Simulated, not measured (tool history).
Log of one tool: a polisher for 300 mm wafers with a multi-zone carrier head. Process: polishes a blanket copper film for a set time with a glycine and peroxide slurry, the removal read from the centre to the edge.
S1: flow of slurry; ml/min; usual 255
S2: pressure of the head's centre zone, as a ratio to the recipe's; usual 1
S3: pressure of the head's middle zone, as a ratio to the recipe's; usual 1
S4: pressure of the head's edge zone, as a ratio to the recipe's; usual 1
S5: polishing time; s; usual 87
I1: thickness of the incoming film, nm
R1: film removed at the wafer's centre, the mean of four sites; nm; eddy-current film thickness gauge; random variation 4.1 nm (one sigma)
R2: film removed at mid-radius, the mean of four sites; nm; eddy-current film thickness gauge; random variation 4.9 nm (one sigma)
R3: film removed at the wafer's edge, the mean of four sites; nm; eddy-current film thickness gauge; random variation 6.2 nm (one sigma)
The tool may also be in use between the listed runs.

Run 1, hour 0: usual settings but S3 0.94; I1 1827.5. Result: R1 442.6 nm, R2 426.5 nm, R3 424.9 nm.
Run 2, hour 56: usual settings but S1 325 ml/min, S4 0.93, S5 97 s; I1 1778.2. Result: R1 509.7 nm, R2 509.5 nm, R3 492.7 nm.
Run 3, hour 124.9: usual settings but S1 320 ml/min, S2 1.03, S4 1.09; I1 1794.8. Result: R1 463.3 nm, R2 458.9 nm, R3 459.4 nm.
Run 4, hour 199.8: usual settings but S2 0.97, S3 1.04, S4 1.04; I1 1817. Result: R1 433.7 nm, R2 462.7 nm, R3 443.9 nm.
At hour 250.6: worn pad replaced by a new one.
At hour 261: slurry nozzle cleaned.
Run 5, hour 307.4: usual settings but S1 195 ml/min; I1 1835.2. Result: R1 417.5 nm, R2 421.4 nm, R3 436.6 nm.
Run 6, hour 408.5: usual settings but S3 1.06; I1 1839.1. Result: R1 445.6 nm, R2 461.5 nm, R3 434.6 nm.
Run 7, hour 467.7: usual settings but S3 0.93, S5 113 s; I1 1828.3. Result: R1 567.8 nm, R2 554 nm, R3 559.1 nm.
Run 8, hour 506.5: usual settings but S4 0.96; I1 1804.8. Result: R1 452.2 nm, R2 441.4 nm, R3 417.9 nm.
Run 9, hour 586.8: usual settings but S4 1.08; I1 1802.1. Result: R1 443.4 nm, R2 445.3 nm, R3 451.3 nm.
At hour 608.1: centre zone pressure recalibrated.
At hour 678.1: edge zone pressure recalibrated.
At hour 758.9: carrier head's membrane replaced by a new one.
Run 10, hour 908.1: usual settings but S4 0.91, S5 109 s; I1 1834.2. Result: R1 552.9 nm, R2 551.8 nm, R3 533.1 nm.
At hour 915.9: slurry nozzle cleaned.
Run 11, hour 968.9: usual settings but S3 1.06; I1 1855.6. Result: R1 444.6 nm, R2 464.4 nm, R3 440.2 nm.
At hour 1039: worn pad replaced by a new one.
Run 12, hour 1055.7: usual settings but S3 1.08; I1 1835.1. Result: R1 436.6 nm, R2 469.7 nm, R3 436.4 nm.
Run 13, hour 1135.4: usual settings but S1 215 ml/min, S4 1.1, S5 114 s; I1 1811.2. Result: R1 568.6 nm, R2 571 nm, R3 589.2 nm.
Run 14, hour 1171.9: usual settings but S4 0.95, S5 112 s; I1 1798.9. Result: R1 574.1 nm, R2 581.8 nm, R3 538.2 nm.
Run 15, hour 1252.1: usual settings but S2 1.11, S3 0.96; I1 1819.9. Result: R1 476.9 nm, R2 426 nm, R3 432.9 nm.
Run 16, hour 1309.7: usual settings but S3 1.08; I1 1791.5. Result: R1 443.8 nm, R2 470.9 nm, R3 434.6 nm.
Run 17, hour 1350.3: usual settings but S1 170 ml/min, S2 1.12, S3 0.9, S4 1.1; I1 1811.6. Result: R1 453.3 nm, R2 397.5 nm, R3 433.6 nm.
At hour 1402.8: centre zone pressure recalibrated.
Run 18, hour 1403.3: usual settings; I1 1859.4. Result: R1 438.4 nm, R2 444.9 nm, R3 430.1 nm.
Run 19, hour 1441.8: usual settings but S1 210 ml/min, S3 0.95, S4 0.95; I1 1833.1. Result: R1 427.5 nm, R2 423.3 nm, R3 421.9 nm.
Run 20, hour 1499.8: usual settings but S2 1.05, S3 0.94; I1 1850.4. Result: R1 462.2 nm, R2 427 nm, R3 435.4 nm.
Run 21, hour 1595.9: usual settings; I1 1812.9. Result: R1 446.2 nm, R2 442.5 nm, R3 425.9 nm.
At hour 1667.9: worn pad replaced by a new one.
Run 22, hour 1684.1: usual settings but S4 1.1; I1 1814.3. Result: R1 438.2 nm, R2 437.5 nm, R3 458.1 nm.

Forecast each of these 4 alternatives for the next run:
Run A, hour 1684.5: usual settings; I1 1812.7. Result: R1 ?, R2 ?, R3 ?.
Run B, hour 1684.5: usual settings but S1 295 ml/min, S3 1.1, S5 77 s; I1 1812.7. Result: R1 ?, R2 ?, R3 ?.
Run C, hour 1684.5: usual settings but S1 340 ml/min, S2 1.11, S3 0.92; I1 1812.7. Result: R1 ?, R2 ?, R3 ?.
Run D, hour 1684.5: usual settings but S1 330 ml/min, S3 0.96; I1 1812.7. Result: R1 ?, R2 ?, R3 ?.

run     R1     R2     R3
  A  450.3  442.8  438.3
  B  406.3  428.1  392.4
  C  502.1  429.2    449
  D  464.3  441.7  447.8
Without the tool's hidden state the same runs would have given:
run     R1     R2     R3
  A  450.3  442.8  438.3
  B  406.3  428.1  392.4
  C  502.1  429.2    449
  D  464.3  441.7  447.8

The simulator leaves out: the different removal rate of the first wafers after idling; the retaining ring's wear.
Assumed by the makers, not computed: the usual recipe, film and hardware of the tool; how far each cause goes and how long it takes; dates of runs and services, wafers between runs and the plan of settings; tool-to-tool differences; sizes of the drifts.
